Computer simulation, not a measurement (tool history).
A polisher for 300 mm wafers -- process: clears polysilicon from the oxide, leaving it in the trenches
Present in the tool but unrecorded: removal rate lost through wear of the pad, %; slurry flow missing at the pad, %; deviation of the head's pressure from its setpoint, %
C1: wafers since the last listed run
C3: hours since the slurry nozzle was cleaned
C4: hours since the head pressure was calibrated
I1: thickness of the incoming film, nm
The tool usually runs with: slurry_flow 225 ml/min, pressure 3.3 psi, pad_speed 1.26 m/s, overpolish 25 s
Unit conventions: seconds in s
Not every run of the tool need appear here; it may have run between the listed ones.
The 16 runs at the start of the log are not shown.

Run 17, day 14.233: usual settings but overpolish 37 s; C1 117; wafers polished on this pad 1003; C3 468.7; C4 86.6; I1 449.2. Result: seconds 22.7 s.
Run 18, day 15.125: usual settings; C1 170; wafers polished on this pad 1174; C3 490.1; C4 108.0; I1 437.3. Result: seconds 22.0 s.
Run 19, day 15.900: usual settings but slurry_flow 255 ml/min, pressure 2.9 psi, pad_speed 1.38 m/s; C1 148; wafers polished on this pad 1322; C3 508.7; C4 126.6; I1 445.4. Result: seconds 23.3 s.
At day 18.225: worn pad replaced by a new one.
Run 20, day 19.188: usual settings but pad_speed 1.48 m/s; C1 596; wafers polished on this pad 183; C3 587.6; C4 205.5; I1 433.2. Result: seconds 19.1 s.
Run 21, day 20.367: usual settings but overpolish 35 s; C1 225; wafers polished on this pad 409; C3 615.9; C4 233.8; I1 443.3. Result: seconds 22.9 s.
Run 22, day 21.771: usual settings but slurry_flow 245 ml/min, overpolish 34 s; C1 268; wafers polished on this pad 677; C3 649.6; C4 267.5; I1 443.1. Result: seconds 22.6 s.
Run 23, day 22.567: usual settings but slurry_flow 155 ml/min, pressure 3.9 psi, pad_speed 1.14 m/s, overpolish 32 s; C1 152; wafers polished on this pad 829; C3 668.7; C4 286.6; I1 435.4. Result: seconds 21.9 s.
Run 24, day 23.133: usual settings but pressure 2.9 psi, overpolish 33 s; C1 108; wafers polished on this pad 938; C3 682.3; C4 300.2; I1 439.8. Result: seconds 26.2 s.
Run 25, day 23.921: usual settings; C1 150; wafers polished on this pad 1088; C3 701.2; C4 319.1; I1 438.7. Result: seconds 22.9 s.
At day 24.104: slurry nozzle cleaned.
Run 26, day 24.712: usual settings but slurry_flow 300 ml/min, pressure 2.5 psi; C1 143; wafers polished on this pad 1232; C3 14.6; C4 338.1; I1 442.4. Result: seconds 29.8 s.
Run 27, day 25.542: usual settings but pressure 2.4 psi, pad_speed 1.14 m/s; C1 158; wafers polished on this pad 1390; C3 34.5; C4 358.0; I1 443.2. Result: seconds 34.9 s.
At day 25.758: worn pad replaced by a new one.
At day 25.896: head pressure recalibrated.
Run 28, day 26.212: usual settings but pad_speed 1.00 m/s; C1 80; wafers polished on this pad 71; C3 50.6; C4 7.6; I1 440.0. Result: seconds 25.9 s.

What will run 29 give?
Run 29, day 27.567: usual settings; C1 258; wafers polished on this pad 330; C3 83.1; C4 40.1; I1 440.1. Result: seconds ?.

{"run 29": {"seconds": 22.0}}
Take away the tool's hidden state, keep the run-to-run variation as it was, and the same run would have given seconds 21.8 s.

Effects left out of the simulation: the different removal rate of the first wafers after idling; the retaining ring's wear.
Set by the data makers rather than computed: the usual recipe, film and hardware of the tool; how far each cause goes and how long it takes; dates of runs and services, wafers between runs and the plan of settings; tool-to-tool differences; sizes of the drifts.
